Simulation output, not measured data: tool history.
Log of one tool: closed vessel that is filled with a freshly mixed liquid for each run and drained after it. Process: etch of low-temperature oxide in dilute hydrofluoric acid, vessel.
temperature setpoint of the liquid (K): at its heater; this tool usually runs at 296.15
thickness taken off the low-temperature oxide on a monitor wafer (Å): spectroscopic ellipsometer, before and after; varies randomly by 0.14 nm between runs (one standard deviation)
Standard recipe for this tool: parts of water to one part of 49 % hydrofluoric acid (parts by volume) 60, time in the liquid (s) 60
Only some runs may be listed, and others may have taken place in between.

| run | hour | temperature setpoint of the liquid (K) | parts of water to one part of 49 % hydrofluoric acid (parts by volume) | time in the liquid (s) | wafers since the last listed run | hours since the thermometer was replaced | hours since the hydrofluoric acid flow meter was replaced | hours since the gauge calibration | read-back film thickness of the low-temperature oxide reference wafer, read on the same gauge (nm) | thickness taken off the low-temperature oxide on a monitor wafer (Å) |
|---|---|---|---|---|---|---|---|---|---|---|
| 1 | 0 | 296.15 | 60 | 60 | 0 | 296.9 | 2266.9 | 27.9 | 150 | 205.9 |
| 2 | 66.5 | 296.15 | 60 | 60 | 4697 | 363.4 | 2333.4 | 94.4 | 150.02 | 204.8 |
| 3 | 152.6 | 296.15 | 60 | 60 | 6081 | 449.5 | 2419.5 | 180.5 | 150.01 | 206.2 |
|  | 195.8 | hydrofluoric acid flow meter replaced |
| 4 | 201.9 | 296.15 | 60 | 60 | 3411 | 498.8 | 6.1 | 229.8 | 150 | 204.2 |
| 5 | 370.1 | 299.65 | 60 | 60 | 11881 | 667 | 174.3 | 398 | 149.99 | 236.6 |
| 6 | 445.5 | 299.65 | 60 | 60 | 5326 | 742.4 | 249.7 | 473.4 | 150 | 236.8 |
| 7 | 602 | 299.65 | 60 | 60 | 11054 | 898.9 | 406.2 | 629.9 | 150 | 235.5 |
| 8 | 693.6 | 296.15 | 60 | 60 | 6470 | 990.5 | 497.8 | 721.5 | 149.99 | 204.6 |
| 9 | 733.9 | 296.15 | 60 | 60 | 2846 | 1030.8 | 538.1 | 761.8 | 150.01 | 204 |
| 10 | 824 | 296.15 | 60 | 60 | 6364 | 1120.9 | 628.2 | 851.9 | 150 | 204.5 |
| 11 | 915.9 | 296.15 | 60 | 60 | 6491 | 1212.8 | 720.1 | 943.8 | 149.99 | 203.5 |
| 12 | 967 | 296.15 | 60 | 60 | 3609 | 1263.9 | 771.2 | 994.9 | 150.03 | 204 |
| 13 | 1049.4 | 296.15 | 60 | 60 | 5820 | 1346.3 | 853.6 | 1077.3 | 150 | 203.6 |
| 14 | 1172 | 296.15 | 60 | 60 | 8660 | 1468.9 | 976.2 | 1199.9 | 150.01 | 201.3 |
| 15 | 1447 | 296.15 | 60 | 60 | 19425 | 1743.9 | 1251.2 | 1474.9 | 150.01 | 200.6 |
| 16 | 1539.3 | 296.15 | 60 | 60 | 6519 | 1836.2 | 1343.5 | 1567.2 | 150 | 201.3 |
| 17 | 1619.1 | 298.15 | 75 | 90 | 5636 | 1916 | 1423.3 | 1647 | 149.99 | 255.6 |
| 18 | 1689.3 | 296.15 | 60 | 60 | 4958 | 1986.2 | 1493.5 | 1717.2 | 150.01 | 200 |
| 19 | 1730.2 | 291.15 | 60 | 30 | 2889 | 2027.1 | 1534.4 | 1758.1 | 149.99 | 81.4 |
| 20 | 1770.8 | 296.15 | 60 | 60 | 2867 | 2067.7 | 1575 | 1798.7 | 150 | 200.5 |
| 21 | 1827 | 296.15 | 60 | 60 | 3969 | 2123.9 | 1631.2 | 1854.9 | 150 | 199.1 |
|  | 1851.7 | gauge calibrated |
| 22 | 1865.9 | 294.65 | 85 | 80 | 2747 | 2162.8 | 1670.1 | 14.2 | 150 | 174.7 |
| 23 | 1937.6 | 293.65 | 60 | 75 | 5064 | 2234.5 | 1741.8 | 85.9 | 150.01 | 226.6 |
| 24 | 2001.7 | 300.15 | 85 | 60 | 4527 | 2298.6 | 1805.9 | 150 | 150 | 160 |
| 25 | 2088.4 | 296.15 | 60 | 60 | 6124 | 2385.3 | 1892.6 | 236.7 | 149.98 | 200.8 |
| 26 | 2160.1 | 294.15 | 50 | 35 | 5064 | 2457 | 1964.3 | 308.4 | 150.02 | 128.9 |
|  | 2218.6 | hydrofluoric acid flow meter replaced |
|  | 2253.6 | thermometer replaced |
| 27 | 2483.6 | 292.65 | 85 | 60 | 22710 | 230 | 265 | 631.9 | 150 | 123.4 |
| 28 | 2549.7 | 300.65 | 80 | 60 | 4669 | 296.1 | 331.1 | 698 | 150.01 | 181.4 |
| 29 | 2654.3 | 296.15 | 60 | 60 | 7388 | 400.7 | 435.7 | 802.6 | 150.01 | 206.7 |
| 30 | 2709.6 | 293.15 | 60 | 90 | 3906 | 456 | 491 | 857.9 | 149.99 | 271.9 |
| 31 | 2770.9 | 296.15 | 60 | 60 | 4330 | 517.3 | 552.3 | 919.2 | 149.99 | 205.8 |
| 32 | 2916.6 | 296.15 | 60 | 60 | 10291 | 663 | 698 | 1064.9 | 150 | 205.3 |
| 33 | 3016.8 | 296.15 | 60 | 35 | 7077 | 763.2 | 798.2 | 1165.1 | 150 | 120 |

Here are 3 independent what-if runs from the current tool condition. What would each one return?
| A | 3017.5 | 296.15 | 60 | 60 | 49 | 763.9 | 798.9 | 1165.8 | ? | ? |
| B | 3017.5 | 291.15 | 80 | 60 | 49 | 763.9 | 798.9 | 1165.8 | ? | ? |
| C | 3017.5 | 291.65 | 35 | 80 | 49 | 763.9 | 798.9 | 1165.8 | ? | ? |

| run | read-back film thickness of the low-temperature oxide reference wafer, read on the same gauge (nm) | thickness taken off the low-temperature oxide on a monitor wafer (Å) |
|---|---|---|
| A | 149.99 | 203 |
| B | 149.99 | 120.6 |
| C | 149.99 | 395.2 |
Stripped of hidden state, with their random variation kept, the same runs would have yielded:
| run | thickness taken off the low-temperature oxide on a monitor wafer (Å) |
|---|---|
| A | 206.8 |
| B | 122.9 |
| C | 402.8 |

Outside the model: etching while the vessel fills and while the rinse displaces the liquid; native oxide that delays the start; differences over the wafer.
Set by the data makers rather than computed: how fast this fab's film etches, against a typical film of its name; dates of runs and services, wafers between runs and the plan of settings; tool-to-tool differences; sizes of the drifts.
